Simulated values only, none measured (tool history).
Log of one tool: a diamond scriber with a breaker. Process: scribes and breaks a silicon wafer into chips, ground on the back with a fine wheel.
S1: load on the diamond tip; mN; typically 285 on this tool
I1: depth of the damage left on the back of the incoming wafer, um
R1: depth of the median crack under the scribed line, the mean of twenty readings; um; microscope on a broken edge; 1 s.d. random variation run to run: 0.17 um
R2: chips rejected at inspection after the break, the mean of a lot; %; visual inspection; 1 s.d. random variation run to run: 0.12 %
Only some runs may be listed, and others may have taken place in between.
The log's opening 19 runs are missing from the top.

run,hour,S1,I1,R1,R2
20,981.9,285,2.61,7.91,4.13
21,1032.0,250,1.83,7.10,4.63
22,1101.4,360,2.14,9.68,3.64
23,1152.7,285,1.62,7.58,1.97
24,1193.8,239,2.80,6.51,11.65
# hour 1231.2: load on the tip recalibrated
25,1251.9,215,1.78,6.17,13.56
26,1321.5,311,1.58,8.18,1.53
27,1386.1,235,2.61,6.08,13.19
28,1485.7,285,1.51,7.40,2.82
29,1539.9,353,2.46,8.93,3.16
30,1564.0,230,2.94,6.17,17.35

Each row is a separate what-if for the run after 30, all from the same tool condition, not one after another. Results?
A,1564.6,315,2.23,?,?
B,1564.6,204,2.23,?,?
C,1564.6,226,2.23,?,?

run,R1,R2
A,8.10,2.69
B,5.39,20.99
C,5.97,13.98
Take away the tool's hidden state, keep each run's random variation, and the runs would have read:
run,R1,R2
A,9.10,2.82
B,6.06,13.12
C,6.71,7.77
